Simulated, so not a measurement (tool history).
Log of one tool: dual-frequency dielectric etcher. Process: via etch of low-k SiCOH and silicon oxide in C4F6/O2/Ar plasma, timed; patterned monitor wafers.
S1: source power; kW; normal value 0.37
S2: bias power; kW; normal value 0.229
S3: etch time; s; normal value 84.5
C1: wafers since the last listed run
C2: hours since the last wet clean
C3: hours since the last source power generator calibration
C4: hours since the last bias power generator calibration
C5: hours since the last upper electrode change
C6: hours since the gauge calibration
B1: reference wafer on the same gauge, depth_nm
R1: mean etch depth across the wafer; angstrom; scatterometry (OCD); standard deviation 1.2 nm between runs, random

{"run": 1, "day": 0.0, "S1": 0.37, "S2": 0.229, "S3": 84.5, "C1": 0, "C2": 330.5, "C3": 2908.1, "C4": 1738.5, "C5": 96.6, "C6": 1499.2, "B1": 258, "R1": 2455}
{"day": 7.179, "done": "wet clean of the chamber"}
{"run": 2, "day": 7.2, "S1": 0.37, "S2": 0.229, "S3": 84.5, "C1": 1667, "C2": 0.5, "C3": 3080.9, "C4": 1911.3, "C5": 269.4, "C6": 1672, "B1": 258.1, "R1": 2515}
{"run": 3, "day": 9.546, "S1": 0.37, "S2": 0.229, "S3": 84.5, "C1": 630, "C2": 56.8, "C3": 3137.2, "C4": 1967.6, "C5": 325.7, "C6": 1728.3, "B1": 258.1, "R1": 2493}
{"day": 10.792, "done": "source power generator calibrated"}
{"day": 11.404, "done": "bias power generator calibrated"}
{"run": 4, "day": 11.438, "S1": 0.37, "S2": 0.229, "S3": 84.5, "C1": 419, "C2": 102.2, "C3": 15.5, "C4": 0.8, "C5": 371.1, "C6": 1773.7, "B1": 257.6, "R1": 2493}
{"run": 5, "day": 18.375, "S1": 0.37, "S2": 0.229, "S3": 94, "C1": 1865, "C2": 268.7, "C3": 182, "C4": 167.3, "C5": 537.6, "C6": 1940.2, "B1": 258.2, "R1": 2724}
{"run": 6, "day": 19.604, "S1": 0.37, "S2": 0.229, "S3": 94, "C1": 330, "C2": 298.2, "C3": 211.5, "C4": 196.8, "C5": 567.1, "C6": 1969.7, "B1": 257.7, "R1": 2727}
{"run": 7, "day": 20.65, "S1": 0.4, "S2": 0.278, "S3": 84.5, "C1": 281, "C2": 323.3, "C3": 236.6, "C4": 221.9, "C5": 592.2, "C6": 1994.8, "B1": 258, "R1": 2629}
{"run": 8, "day": 23.35, "S1": 0.33, "S2": 0.193, "S3": 105.5, "C1": 726, "C2": 388.1, "C3": 301.4, "C4": 286.7, "C5": 657, "C6": 2059.6, "B1": 257.8, "R1": 2847}
{"run": 9, "day": 24.742, "S1": 0.37, "S2": 0.229, "S3": 84.5, "C1": 374, "C2": 421.5, "C3": 334.8, "C4": 320.1, "C5": 690.4, "C6": 2093, "B1": 257.7, "R1": 2438}
{"run": 10, "day": 26.346, "S1": 0.37, "S2": 0.229, "S3": 84.5, "C1": 431, "C2": 460, "C3": 373.3, "C4": 358.6, "C5": 728.9, "C6": 2131.5, "B1": 257.4, "R1": 2414}
{"run": 11, "day": 27.383, "S1": 0.37, "S2": 0.229, "S3": 84.5, "C1": 279, "C2": 484.9, "C3": 398.2, "C4": 383.5, "C5": 753.8, "C6": 2156.4, "B1": 258, "R1": 2418}
{"run": 12, "day": 29.583, "S1": 0.44, "S2": 0.204, "S3": 93.5, "C1": 591, "C2": 537.7, "C3": 451, "C4": 436.3, "C5": 806.6, "C6": 2209.2, "B1": 258.1, "R1": 2703}
{"run": 13, "day": 32.546, "S1": 0.4, "S2": 0.18, "S3": 101, "C1": 796, "C2": 608.8, "C3": 522.1, "C4": 507.4, "C5": 877.7, "C6": 2280.3, "B1": 257.7, "R1": 2750}
{"day": 34.675, "done": "wet clean of the chamber"}
{"run": 14, "day": 34.771, "S1": 0.29, "S2": 0.229, "S3": 84.5, "C1": 329, "C2": 2.3, "C3": 575.5, "C4": 560.8, "C5": 931.1, "C6": 2333.7, "B1": 257.8, "R1": 2369}
{"run": 15, "day": 35.871, "S1": 0.37, "S2": 0.229, "S3": 61, "C1": 295, "C2": 28.7, "C3": 601.9, "C4": 587.2, "C5": 957.5, "C6": 2360.1, "B1": 257.9, "R1": 1823}
{"run": 16, "day": 38.271, "S1": 0.37, "S2": 0.229, "S3": 84.5, "C1": 645, "C2": 86.3, "C3": 659.5, "C4": 644.8, "C5": 1015.1, "C6": 2417.7, "B1": 258, "R1": 2488}
{"run": 17, "day": 41.012, "S1": 0.43, "S2": 0.229, "S3": 84.5, "C1": 737, "C2": 152.1, "C3": 725.3, "C4": 710.6, "C5": 1080.9, "C6": 2483.5, "B1": 257.8, "R1": 2590}
{"day": 49.467, "done": "gauge calibrated"}
{"run": 18, "day": 49.829, "S1": 0.43, "S2": 0.18, "S3": 101.5, "C1": 2370, "C2": 363.7, "C3": 936.9, "C4": 922.2, "C5": 1292.5, "C6": 8.7, "B1": 258.3, "R1": 2860}
{"run": 19, "day": 51.596, "S1": 0.32, "S2": 0.229, "S3": 71.5, "C1": 475, "C2": 406.1, "C3": 979.3, "C4": 964.6, "C5": 1334.9, "C6": 51.1, "B1": 258.4, "R1": 1989}
{"run": 20, "day": 53.329, "S1": 0.37, "S2": 0.229, "S3": 84.5, "C1": 466, "C2": 447.7, "C3": 1020.9, "C4": 1006.2, "C5": 1376.5, "C6": 92.7, "B1": 258.1, "R1": 2412}
{"run": 21, "day": 55.379, "S1": 0.33, "S2": 0.27, "S3": 106.5, "C1": 551, "C2": 496.9, "C3": 1070.1, "C4": 1055.4, "C5": 1425.7, "C6": 141.9, "B1": 258, "R1": 3078}
{"day": 58.05, "done": "wet clean of the chamber"}
{"run": 22, "day": 58.071, "S1": 0.37, "S2": 0.229, "S3": 84.5, "C1": 454, "C2": 0.5, "C3": 1134.7, "C4": 1120, "C5": 1490.3, "C6": 206.5, "B1": 257.4, "R1": 2519}
{"run": 23, "day": 58.692, "S1": 0.37, "S2": 0.229, "S3": 63, "C1": 166, "C2": 15.4, "C3": 1149.6, "C4": 1134.9, "C5": 1505.2, "C6": 221.4, "B1": 257.8, "R1": 1869}
{"run": 24, "day": 60.267, "S1": 0.37, "S2": 0.272, "S3": 84.5, "C1": 423, "C2": 53.2, "C3": 1187.4, "C4": 1172.7, "C5": 1543, "C6": 259.2, "B1": 258.5, "R1": 2606}
{"run": 25, "day": 62.683, "S1": 0.37, "S2": 0.197, "S3": 84.5, "C1": 649, "C2": 111.2, "C3": 1245.4, "C4": 1230.7, "C5": 1601, "C6": 317.2, "B1": 258.4, "R1": 2409}
{"run": 26, "day": 65.504, "S1": 0.34, "S2": 0.264, "S3": 64.5, "C1": 758, "C2": 178.9, "C3": 1313.1, "C4": 1298.4, "C5": 1668.7, "C6": 384.9, "B1": 258.4, "R1": 1920}
{"run": 27, "day": 68.225, "S1": 0.44, "S2": 0.173, "S3": 84.5, "C1": 731, "C2": 244.2, "C3": 1378.4, "C4": 1363.7, "C5": 1734, "C6": 450.2, "B1": 257.7, "R1": 2433}
{"run": 28, "day": 69.996, "S1": 0.37, "S2": 0.188, "S3": 64, "C1": 476, "C2": 286.7, "C3": 1420.9, "C4": 1406.2, "C5": 1776.5, "C6": 492.7, "B1": 257.4, "R1": 1752}
{"run": 29, "day": 72.8, "S1": 0.37, "S2": 0.263, "S3": 59.5, "C1": 754, "C2": 354, "C3": 1488.2, "C4": 1473.5, "C5": 1843.8, "C6": 560, "B1": 258.1, "R1": 1761}

Entry by entry between the runs, the difference in hidden state between the last listed run before and the first listed run after:
Between runs 1 and 2: wet clean of the chamber (day 7.179)
  etch rate over this chamber's usual, %: -3.54 -> -0.0223
  measured less the result without the state, R1: -90 -> +0 angstrom
Between runs 3 and 4: source power generator calibrated (day 10.792); bias power generator calibrated (day 11.404)
  etch rate over this chamber's usual, %: -0.533 -> -0.944
  measured less the result without the state, R1: -13 -> -23 angstrom
Between runs 13 and 14: wet clean of the chamber (day 34.675)
  etch rate over this chamber's usual, %: -5.54 -> -0.12
  measured less the result without the state, R1: -162 -> -2 angstrom
Between runs 17 and 18: gauge calibrated (day 49.467)
  etch rate over this chamber's usual, %: -1.48 -> -3.4
  measured less the result without the state, R1: -39 -> -100 angstrom
Between runs 21 and 22: wet clean of the chamber (day 58.05)
  etch rate over this chamber's usual, %: -4.6 -> -0.152
  measured less the result without the state, R1: -148 -> -3 angstrom

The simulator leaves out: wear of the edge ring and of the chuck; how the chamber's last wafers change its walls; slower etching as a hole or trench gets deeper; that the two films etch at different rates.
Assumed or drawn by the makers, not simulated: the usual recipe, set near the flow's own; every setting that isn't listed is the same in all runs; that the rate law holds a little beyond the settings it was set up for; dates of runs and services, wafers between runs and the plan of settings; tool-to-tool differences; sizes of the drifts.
